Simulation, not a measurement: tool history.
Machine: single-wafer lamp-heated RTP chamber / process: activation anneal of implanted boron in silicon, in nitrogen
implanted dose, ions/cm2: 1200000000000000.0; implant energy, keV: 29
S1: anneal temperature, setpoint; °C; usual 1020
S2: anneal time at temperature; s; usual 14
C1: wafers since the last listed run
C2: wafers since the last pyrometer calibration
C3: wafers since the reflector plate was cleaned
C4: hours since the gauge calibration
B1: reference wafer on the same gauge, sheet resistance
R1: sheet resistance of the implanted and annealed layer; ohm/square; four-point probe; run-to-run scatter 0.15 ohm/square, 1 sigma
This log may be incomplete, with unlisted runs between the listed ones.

run 1 hour=0 | S1=997 S2=14 | C1=0 C2=6883 C3=10814 C4=25.1 | B1=101 | R1=104.28
run 2 hour=23.9 | S1=997 S2=14 | C1=288 C2=7171 C3=11103 C4=49 | B1=100.99 | R1=104.57
run 3 hour=49.7 | S1=1033 S2=17 | C1=311 C2=7483 C3=11414 C4=74.8 | B1=100.99 | R1=99.86
run 4 hour=83.6 | S1=1020 S2=14 | C1=409 C2=7892 C3=11824 C4=108.7 | B1=100.96 | R1=101.22
run 5 hour=110.3 | S1=1020 S2=14 | C1=322 C2=8215 C3=12146 C4=135.4 | B1=100.97 | R1=100.77
run 6 hour=138 | S1=1020 S2=14 | C1=334 C2=8549 C3=12481 C4=163.1 | B1=101.01 | R1=100.66
run 7 hour=152.4 | S1=1020 S2=14 | C1=173 C2=8723 C3=12654 C4=177.5 | B1=101 | R1=100.61
-- hour=162.2 reflector plate cleaned
-- hour=181 pyrometer window cleaned and pyrometer calibrated
run 8 hour=181.5 | S1=1008 S2=18 | C1=158 C2=6 C3=136 C4=206.6 | B1=101 | R1=103.17
-- hour=182.1 gauge calibrated
run 9 hour=193.5 | S1=1043 S2=11 | C1=144 C2=151 C3=281 C4=11.4 | B1=101 | R1=100.25
run 10 hour=221.7 | S1=1037 S2=19 | C1=340 C2=491 C3=621 C4=39.6 | B1=100.99 | R1=100.26
run 11 hour=242.9 | S1=1020 S2=22 | C1=255 C2=747 C3=877 C4=60.8 | B1=101.02 | R1=101.24
run 12 hour=267 | S1=1008 S2=18 | C1=290 C2=1038 C3=1168 C4=84.9 | B1=101 | R1=103.37
run 13 hour=297.1 | S1=1039 S2=11 | C1=363 C2=1402 C3=1532 C4=115 | B1=101.03 | R1=100.24
run 14 hour=328.5 | S1=1020 S2=6 | C1=379 C2=1781 C3=1911 C4=146.4 | B1=101.01 | R1=103.42

Per-run results on a tool with no hidden state, each run keeping its own random variation:
Hidden state present: true wafer temperature minus pyrometer reading, K; wafer temperature error from the tarnished reflector plate, K; gauge reads high (%).
run=1 R1=106.83
run=2 R1=107.3
run=3 R1=100.54
run=4 R1=102.39
run=5 R1=102.01
run=6 R1=101.98
run=7 R1=101.97
run=8 R1=103.33
run=9 R1=100.3
run=10 R1=100.32
run=11 R1=101.34
run=12 R1=103.56
run=13 R1=100.32
run=14 R1=103.65
